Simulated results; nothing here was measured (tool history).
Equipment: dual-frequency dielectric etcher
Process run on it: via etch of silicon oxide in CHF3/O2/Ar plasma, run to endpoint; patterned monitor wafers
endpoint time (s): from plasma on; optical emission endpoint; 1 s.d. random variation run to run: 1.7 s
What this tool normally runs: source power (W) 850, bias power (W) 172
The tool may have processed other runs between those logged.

run,day,source power (W),bias power (W),"incoming incoming film thickness, nm",endpoint time (s)
1,0.000,850,172,546.9,233.1
2,0.708,850,172,549.9,230.8
3,2.046,930,172,547.0,224.9
4,3.400,930,172,549.2,225.9
5,4.492,930,172,542.5,225.8
6,5.008,850,172,548.0,235.5
7,6.300,850,172,549.7,234.0
8,7.596,1010,172,550.1,221.8
9,8.821,1010,172,539.8,218.8
10,9.658,850,198,543.4,217.5
# day 11.117: upper electrode replaced
11,11.138,850,172,547.2,232.8
12,11.592,850,172,547.5,233.0
13,12.308,850,172,545.6,229.1
# day 13.425: wet clean of the chamber
14,13.446,850,172,546.0,229.4
15,13.679,790,183,540.8,229.4
# day 14.179: bias power generator calibrated
16,14.412,960,198,549.3,216.0
17,15.146,650,155,544.4,262.6
18,15.779,650,155,552.8,261.5
19,16.854,850,142,547.7,249.7
20,17.375,680,131,549.6,275.4
# day 17.688: source power generator calibrated
21,18.283,760,139,546.4,259.9
22,19.654,700,205,547.9,231.2
23,23.496,850,151,547.2,243.6
24,24.875,1000,157,542.4,223.9
25,26.300,850,172,545.7,232.7
26,27.708,850,172,551.3,235.4

Here are 3 independent what-if runs from the current tool condition. What would each one return?
A,27.729,650,172,544.6,?
B,27.729,770,147,544.6,?
C,27.729,850,157,544.6,?

run,endpoint time (s)
A,251.4
B,253.5
C,240.0
Had the tool no hidden state, the same runs would have come out as:
run,endpoint time (s)
A,251.4
B,253.5
C,240.0
